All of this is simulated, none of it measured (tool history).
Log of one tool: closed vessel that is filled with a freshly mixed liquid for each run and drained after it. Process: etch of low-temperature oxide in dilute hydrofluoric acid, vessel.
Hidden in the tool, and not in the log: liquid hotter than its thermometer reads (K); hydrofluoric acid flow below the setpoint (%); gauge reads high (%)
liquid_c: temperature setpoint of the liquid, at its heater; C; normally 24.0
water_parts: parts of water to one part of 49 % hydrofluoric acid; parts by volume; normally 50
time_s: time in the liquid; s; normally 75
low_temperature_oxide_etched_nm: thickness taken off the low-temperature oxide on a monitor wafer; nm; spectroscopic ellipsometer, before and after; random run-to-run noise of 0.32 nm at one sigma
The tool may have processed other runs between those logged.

run,hour,liquid_c,water_parts,time_s,wafers since the last listed run,hours since the thermometer was replaced,hours since the hydrofluoric acid flow meter was replaced,hours since the gauge calibration,"read-back film thickness of the low-temperature oxide reference wafer, read on the same gauge (nm)",low_temperature_oxide_etched_nm
1,0.0,20.5,50,75,0,735.9,449.9,251.1,98.85,27.72
# hour 57.1: thermometer replaced
# hour 72.8: hydrofluoric acid flow meter replaced
2,103.7,24.0,50,75,6079,46.6,30.9,354.8,98.40,31.69
3,189.4,24.0,50,75,5123,132.3,116.6,440.5,98.07,31.38
4,246.8,24.0,50,75,3431,189.7,174.0,497.9,97.82,32.06
5,310.5,24.0,50,75,3807,253.4,237.7,561.6,97.57,31.63
6,407.5,24.0,50,100,5798,350.4,334.7,658.6,97.16,42.54
7,478.9,24.0,50,100,4268,421.8,406.1,730.0,96.86,42.06
# hour 515.7: hydrofluoric acid flow meter replaced
8,570.0,24.0,50,75,5386,512.9,54.3,821.1,96.56,31.51
9,608.2,24.0,50,75,2283,551.1,92.5,859.3,96.37,31.37
10,692.5,24.0,50,75,5039,635.4,176.8,943.6,96.04,31.31
11,764.2,21.5,50,75,4286,707.1,248.5,1015.3,95.76,28.06
# hour 828.5: thermometer replaced
12,853.0,24.0,50,75,5248,24.5,337.3,1104.1,95.39,30.92
13,931.4,24.0,50,75,4686,102.9,415.7,1182.5,95.09,30.55
14,991.1,24.0,50,75,3568,162.6,475.4,1242.2,94.84,30.77
15,1036.8,24.0,50,75,2731,208.3,521.1,1287.9,94.64,30.73
# hour 1072.2: hydrofluoric acid flow meter replaced
16,1140.9,28.5,50,40,6163,312.4,68.7,1392.0,94.25,19.62
# hour 1224.2: gauge calibrated
17,1236.3,20.5,30,30,5702,407.8,164.1,12.1,100.03,19.32
18,1280.9,25.5,75,60,2666,452.4,208.7,56.7,99.85,17.80
19,1336.0,25.5,60,105,3293,507.5,263.8,111.8,99.67,39.06
20,1387.2,20.5,30,30,3060,558.7,315.0,163.0,99.40,19.10
21,1524.0,25.5,60,75,8177,695.5,451.8,299.8,98.83,27.86
22,1576.2,24.0,50,75,3120,747.7,504.0,352.0,98.65,31.55
# hour 1630.7: hydrofluoric acid flow meter replaced
# hour 1641.6: thermometer replaced
23,1656.4,24.0,50,75,4674,14.8,25.7,432.2,98.36,32.08
24,1759.4,24.0,35,75,6157,117.8,128.7,535.2,97.94,45.76
25,1848.3,28.0,75,75,5314,206.7,217.6,624.1,97.58,24.06
26,1928.1,25.5,50,105,4770,286.5,297.4,703.9,97.25,46.84
27,1997.1,24.0,40,75,4124,355.5,366.4,772.9,97.01,39.71

Here are 5 independent what-if runs from the current tool condition. What would each one return?
A,1997.8,24.0,50,75,41,356.2,367.1,773.6,?,?
B,1997.8,24.0,50,95,41,356.2,367.1,773.6,?,?
C,1997.8,24.0,50,110,41,356.2,367.1,773.6,?,?
D,1997.8,24.0,60,115,41,356.2,367.1,773.6,?,?
E,1997.8,29.0,60,35,41,356.2,367.1,773.6,?,?

run,"read-back film thickness of the low-temperature oxide reference wafer, read on the same gauge (nm)",low_temperature_oxide_etched_nm
A,96.95,31.23
B,96.95,39.55
C,96.95,45.80
D,96.95,39.38
E,96.95,14.64
Without the tool's hidden state the same runs would have given:
run,low_temperature_oxide_etched_nm
A,32.19
B,40.78
C,47.22
D,40.60
E,15.09
